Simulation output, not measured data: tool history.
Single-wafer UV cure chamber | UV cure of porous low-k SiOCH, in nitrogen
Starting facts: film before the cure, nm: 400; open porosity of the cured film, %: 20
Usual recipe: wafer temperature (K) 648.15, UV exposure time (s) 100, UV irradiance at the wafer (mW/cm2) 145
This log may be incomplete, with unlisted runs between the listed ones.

run     day  wafer temperature (K)  UV exposure time (s)  UV irradiance at the wafer (mW/cm2)  wafers since the last listed run  hours since the UV bulbs were replaced  wafers since the quartz window was cleaned  loss of film thickness in the cure (%)
  1       0                 648.15                   100                                  145                                 0                                   902.8                                        3563                                   8.603
  2   3.433                 648.15                   100                                  145                               467                                   985.2                                        4030                                   8.344
  3   6.142                 648.15                   100                                  145                               368                                  1050.2                                        4399                                   8.219
      9.542  -- quartz window cleaned
  4  10.038                 648.15                   115                                  145                               484                                  1143.7                                          67                                   8.615
     12.854  -- UV bulbs replaced
  5    13.3                 661.15                   100                                  125                               398                                    10.7                                         465                                   8.657
  6  15.512                 648.15                   100                                  145                               301                                    63.8                                         766                                   9.019
  7  17.038                 648.15                    65                                  169                               207                                   100.4                                         974                                   7.848
  8  20.908                 648.15                    65                                  169                               526                                   193.3                                        1500                                   7.803
  9  22.808                 648.15                    65                                  169                               258                                   238.9                                        1759                                   7.824
 10    25.2                 648.15                   100                                  145                               325                                   296.3                                        2084                                   9.063
 11  27.762                 648.15                   100                                  170                               348                                   357.8                                        2433                                     9.7
 12  32.346                 648.15                   100                                  170                               623                                   467.8                                        3056                                   9.588
 13  36.292                 648.15                   100                                  145                               536                                   562.5                                        3593                                   8.873
     40.162  -- quartz window cleaned
 14  40.779                 648.15                   100                                  145                               565                                   670.2                                          84                                   8.552
 15  44.871                 648.15                    80                                  145                               556                                   768.4                                         640                                   7.466
 16  47.283                 648.15                   100                                  145                               328                                   826.3                                         968                                   8.507
 17  49.179                 648.15                   100                                  107                               257                                   871.8                                        1226                                    7.18
 18  53.012                 640.15                   130                                  178                               521                                   963.8                                        1748                                  10.509
 19  55.692                 648.15                   100                                  145                               364                                  1028.1                                        2112                                   8.216
 20  57.621                 666.15                   100                                  145                               262                                  1074.4                                        2375                                   8.269
 21  60.762                 665.15                   100                                  106                               427                                  1149.8                                        2802                                   6.983
 22  63.404                 648.15                   100                                  145                               359                                  1213.2                                        3162                                   8.143
 23  69.017                 648.15                   100                                  178                               763                                  1347.9                                        3925                                     8.7
     70.317  -- quartz window cleaned
       72.7  -- UV bulbs replaced
 24  73.517                 643.15                    75                                  132                               521                                    19.6                                         390                                   7.353
 25  78.008                 648.15                   100                                  133                               611                                   127.4                                        1001                                    8.83
 26  80.238                 648.15                   100                                  145                               303                                   180.9                                        1304                                   9.059
 27  84.388                 628.15                    65                                  119                               564                                   280.5                                        1869                                   5.924
 28  86.708                 648.15                   130                                  125                               315                                   336.2                                        2184                                   9.349
 29   90.85                 648.15                   100                                  114                               563                                   435.6                                        2748                                   7.749
 30  92.617                 666.15                    45                                  105                               240                                     478                                        2988                                   4.603

Take each entry between the runs: how does the hidden state at the last listed run before it differ from the hidden state at the first listed run after it?
Run 3 -> run 4: quartz window cleaned (day 9.542)
  lamp output below its setpoint, %: 21.4 -> 23.2
  what was measured, less what the result would be without the hidden state, loss of film thickness in the cure (%): -1.042 -> -1.144
Run 4 -> run 5: UV bulbs replaced (day 12.854)
  lamp output below its setpoint, %: 23.2 -> 1.24
  what was measured, less what the result would be without the hidden state, loss of film thickness in the cure (%): -1.144 -> -0.053
Run 13 -> run 14: quartz window cleaned (day 40.162)
  lamp output below its setpoint, %: 11.7 -> 13.7
  what was measured, less what the result would be without the hidden state, loss of film thickness in the cure (%): -0.552 -> -0.638
Run 23 -> run 24: quartz window cleaned (day 70.317); UV bulbs replaced (day 72.7)
  lamp output below its setpoint, %: 26.6 -> 3.75
  what was measured, less what the result would be without the hidden state, loss of film thickness in the cure (%): -1.348 -> -0.158
